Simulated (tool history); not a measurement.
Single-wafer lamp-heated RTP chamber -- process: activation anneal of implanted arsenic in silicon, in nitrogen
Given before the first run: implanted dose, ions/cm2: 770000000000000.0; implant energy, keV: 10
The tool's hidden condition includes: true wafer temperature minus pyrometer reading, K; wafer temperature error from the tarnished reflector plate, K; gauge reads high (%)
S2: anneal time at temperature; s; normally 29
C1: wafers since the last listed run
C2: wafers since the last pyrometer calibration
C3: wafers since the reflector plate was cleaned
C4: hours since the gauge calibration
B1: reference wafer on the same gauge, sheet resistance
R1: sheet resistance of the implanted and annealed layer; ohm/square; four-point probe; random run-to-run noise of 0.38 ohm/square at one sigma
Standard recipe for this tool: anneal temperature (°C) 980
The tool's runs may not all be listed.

Run 1, day 0: usual settings but S2 22 s; C1 0; C2 1392; C3 5668; C4 80.3; B1 198.02. Result: R1 166.96 ohm/square.
Run 2, day 0.671: usual settings but S2 22 s; C1 291; C2 1684; C3 5960; C4 96.4; B1 197.98. Result: R1 167.37 ohm/square.
Run 3, day 1.162: usual settings; C1 213; C2 1897; C3 6173; C4 108.2; B1 198.05. Result: R1 162.85 ohm/square.
Run 4, day 1.654: usual settings but anneal temperature (°C) 968, S2 18 s; C1 213; C2 2111; C3 6387; C4 120; B1 198.07. Result: R1 175.99 ohm/square.
Run 5, day 1.929: usual settings; C1 119; C2 2231; C3 6506; C4 126.6; B1 197.88. Result: R1 161.88 ohm/square.
Run 6, day 2.354: usual settings; C1 184; C2 2415; C3 6691; C4 136.8; B1 198.13. Result: R1 161.08 ohm/square.
Run 7, day 2.608: usual settings; C1 110; C2 2526; C3 6802; C4 142.9; B1 197.95. Result: R1 161.11 ohm/square.
Run 8, day 3.25: usual settings; C1 278; C2 2805; C3 7080; C4 158.3; B1 197.97. Result: R1 160.67 ohm/square.
Run 9, day 3.85: usual settings; C1 260; C2 3065; C3 7341; C4 172.7; B1 197.92. Result: R1 160.35 ohm/square.
At day 4.329: pyrometer window cleaned and pyrometer calibrated.
Run 10, day 4.4: usual settings but anneal temperature (°C) 1009, S2 18 s; C1 94; C2 31; C3 7435; C4 185.9; B1 198.17. Result: R1 156 ohm/square.
Run 11, day 4.946: usual settings; C1 237; C2 268; C3 7672; C4 199; B1 197.92. Result: R1 161.42 ohm/square.
At day 5.338: reflector plate cleaned.
Run 12, day 5.588: usual settings but anneal temperature (°C) 990, S2 13 s; C1 133; C2 402; C3 108; C4 214.4; B1 197.89. Result: R1 174.17 ohm/square.
At day 5.842: gauge calibrated.
Run 13, day 5.958: usual settings but anneal temperature (°C) 972, S2 12 s; C1 161; C2 563; C3 269; C4 2.8; B1 198.04. Result: R1 182.77 ohm/square.
Run 14, day 6.696: usual settings; C1 320; C2 883; C3 590; C4 20.5; B1 198.11. Result: R1 164.82 ohm/square.
Run 15, day 7.3: usual settings but anneal temperature (°C) 957, S2 40 s; C1 262; C2 1146; C3 852; C4 35; B1 197.91. Result: R1 170.65 ohm/square.
Run 16, day 7.975: usual settings but anneal temperature (°C) 992, S2 12 s; C1 293; C2 1439; C3 1146; C4 51.2; B1 198.08. Result: R1 174.25 ohm/square.
Run 17, day 8.679: usual settings but anneal temperature (°C) 971, S2 36 s; C1 306; C2 1745; C3 1452; C4 68.1; B1 198.08. Result: R1 165.61 ohm/square.
Run 18, day 8.946: usual settings but anneal temperature (°C) 962; C1 115; C2 1861; C3 1567; C4 74.5; B1 198.06. Result: R1 174.19 ohm/square.

Consider 3 possible next runs. They are alternatives, not a sequence: every one starts from the tool as it was left by run 18. What does each give?
Run A, day 8.962: usual settings; C1 7; C2 1868; C3 1575; C4 74.9; B1 ?. Result: R1 ?.
Run B, day 8.962: usual settings but anneal temperature (°C) 1009, S2 14 s; C1 7; C2 1868; C3 1575; C4 74.9; B1 ?. Result: R1 ?.
Run C, day 8.962: usual settings but anneal temperature (°C) 993, S2 21 s; C1 7; C2 1868; C3 1575; C4 74.9; B1 ?. Result: R1 ?.

run      B1      R1
  A  197.86  164.56
  B  197.86  163.39
  C  197.86   163.9
Had the tool no hidden state, the same runs would have come out as:
run      R1
  A  165.85
  B  164.63
  C   165.2
